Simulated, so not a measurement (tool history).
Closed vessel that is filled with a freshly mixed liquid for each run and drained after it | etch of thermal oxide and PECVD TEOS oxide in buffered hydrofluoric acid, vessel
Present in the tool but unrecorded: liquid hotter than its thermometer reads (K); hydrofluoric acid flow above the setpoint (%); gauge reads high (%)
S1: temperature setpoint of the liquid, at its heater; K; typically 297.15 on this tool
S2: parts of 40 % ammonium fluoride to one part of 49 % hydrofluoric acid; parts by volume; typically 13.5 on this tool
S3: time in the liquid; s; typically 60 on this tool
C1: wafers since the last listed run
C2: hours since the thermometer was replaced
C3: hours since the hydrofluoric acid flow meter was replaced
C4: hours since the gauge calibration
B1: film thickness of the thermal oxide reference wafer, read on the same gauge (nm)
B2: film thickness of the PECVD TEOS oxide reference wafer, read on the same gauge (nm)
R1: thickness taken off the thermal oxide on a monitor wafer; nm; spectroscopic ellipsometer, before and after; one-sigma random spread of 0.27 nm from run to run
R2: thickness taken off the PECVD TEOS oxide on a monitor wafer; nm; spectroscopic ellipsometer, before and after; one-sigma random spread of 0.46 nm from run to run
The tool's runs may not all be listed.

| run | hour | S1 | S2 | S3 | C1 | C2 | C3 | C4 | B1 | B2 | R1 | R2 |
|---|---|---|---|---|---|---|---|---|---|---|---|---|
| 1 | 0 | 297.15 | 12.5 | 60 | 0 | 784.2 | 1278.4 | 829.5 | 49.98 | 90 | 58.37 | 97.13 |
| 2 | 58.2 | 297.15 | 12.5 | 60 | 8612 | 842.4 | 1336.6 | 887.7 | 50 | 90.03 | 58.33 | 97.77 |
| 3 | 87.3 | 295.65 | 13.5 | 60 | 4306 | 871.5 | 1365.7 | 916.8 | 50 | 89.99 | 49.98 | 83.83 |
| 4 | 137.8 | 295.65 | 13.5 | 60 | 7473 | 922 | 1416.2 | 967.3 | 50 | 89.99 | 50.41 | 84.19 |
| 5 | 203.4 | 297.15 | 13.5 | 60 | 9707 | 987.6 | 1481.8 | 1032.9 | 50 | 90 | 54.33 | 90.51 |
| 6 | 256.2 | 297.15 | 13.5 | 60 | 7813 | 1040.4 | 1534.6 | 1085.7 | 50.01 | 90.03 | 54.66 | 91.53 |
| 7 | 306.4 | 297.15 | 13.5 | 60 | 7428 | 1090.6 | 1584.8 | 1135.9 | 50.02 | 90.03 | 54.23 | 90.9 |
| 8 | 370.3 | 297.15 | 13.5 | 60 | 9456 | 1154.5 | 1648.7 | 1199.8 | 49.99 | 90.01 | 54.47 | 91.48 |
|  | 382.9 | gauge calibrated |
| 9 | 439.2 | 297.15 | 13.5 | 80 | 10196 | 1223.4 | 1717.6 | 56.3 | 49.99 | 89.96 | 73.07 | 123.09 |
| 10 | 470.3 | 297.15 | 13.5 | 80 | 4602 | 1254.5 | 1748.7 | 87.4 | 50.02 | 89.95 | 73.19 | 122.41 |
|  | 496.8 | hydrofluoric acid flow meter replaced |
| 11 | 517.4 | 297.15 | 13.5 | 60 | 6822 | 1301.6 | 20.6 | 134.5 | 50.01 | 89.99 | 58.48 | 97.66 |
| 12 | 581.1 | 297.15 | 13.5 | 30 | 9426 | 1365.3 | 84.3 | 198.2 | 50.03 | 89.99 | 29.09 | 49.24 |
| 13 | 633.3 | 301.65 | 17 | 35 | 7724 | 1417.5 | 136.5 | 250.4 | 49.98 | 90 | 34.72 | 58.47 |
|  | 639 | hydrofluoric acid flow meter replaced, repeated, since the last time left the tool worse |
| 14 | 673.6 | 297.15 | 13.5 | 85 | 5815 | 1457.8 | 34.6 | 290.7 | 49.99 | 90.02 | 72.7 | 120.54 |
| 15 | 737.4 | 299.65 | 11.5 | 40 | 9441 | 1521.6 | 98.4 | 354.5 | 50.01 | 90.02 | 45.31 | 76.67 |
|  | 758.6 | thermometer replaced |
| 16 | 766.9 | 297.15 | 16.5 | 60 | 4217 | 8.3 | 127.9 | 384 | 49.98 | 90.03 | 41.81 | 69.95 |
| 17 | 804.4 | 297.15 | 13.5 | 70 | 5549 | 45.8 | 165.4 | 421.5 | 50 | 90.02 | 59.62 | 99.47 |
| 18 | 849.9 | 295.65 | 13.5 | 60 | 6733 | 91.3 | 210.9 | 467 | 50 | 90.01 | 47.34 | 79.1 |
| 19 | 885.6 | 297.15 | 13.5 | 60 | 5282 | 127 | 246.6 | 502.7 | 50 | 89.97 | 51.76 | 86.4 |
| 20 | 926.7 | 297.15 | 18 | 60 | 6082 | 168.1 | 287.7 | 543.8 | 49.99 | 90.01 | 38.24 | 65.63 |
| 21 | 956.3 | 301.15 | 10 | 60 | 4380 | 197.7 | 317.3 | 573.4 | 50 | 89.97 | 85.51 | 144 |
| 22 | 1002.8 | 297.15 | 15 | 45 | 6881 | 244.2 | 363.8 | 619.9 | 50.01 | 90 | 35.09 | 58.95 |

Each row is a separate what-if for the run after 22, all from the same tool condition, not one after another. Results?
| A | 1003.5 | 297.15 | 13.5 | 60 | 103 | 244.9 | 364.5 | 620.6 | ? | ? | ? | ? |
| B | 1003.5 | 300.65 | 17 | 60 | 103 | 244.9 | 364.5 | 620.6 | ? | ? | ? | ? |
| C | 1003.5 | 297.15 | 13.5 | 45 | 103 | 244.9 | 364.5 | 620.6 | ? | ? | ? | ? |

| run | B1 | B2 | R1 | R2 |
|---|---|---|---|---|
| A | 50.02 | 89.98 | 51.22 | 87.63 |
| B | 50.02 | 89.98 | 49.34 | 84.43 |
| C | 50.02 | 89.98 | 38.41 | 65.73 |
Without the tool's unlogged condition, the same runs would have read:
| run | R1 | R2 |
|---|---|---|
| A | 50.37 | 86.18 |
| B | 48.52 | 83.03 |
| C | 37.78 | 64.64 |

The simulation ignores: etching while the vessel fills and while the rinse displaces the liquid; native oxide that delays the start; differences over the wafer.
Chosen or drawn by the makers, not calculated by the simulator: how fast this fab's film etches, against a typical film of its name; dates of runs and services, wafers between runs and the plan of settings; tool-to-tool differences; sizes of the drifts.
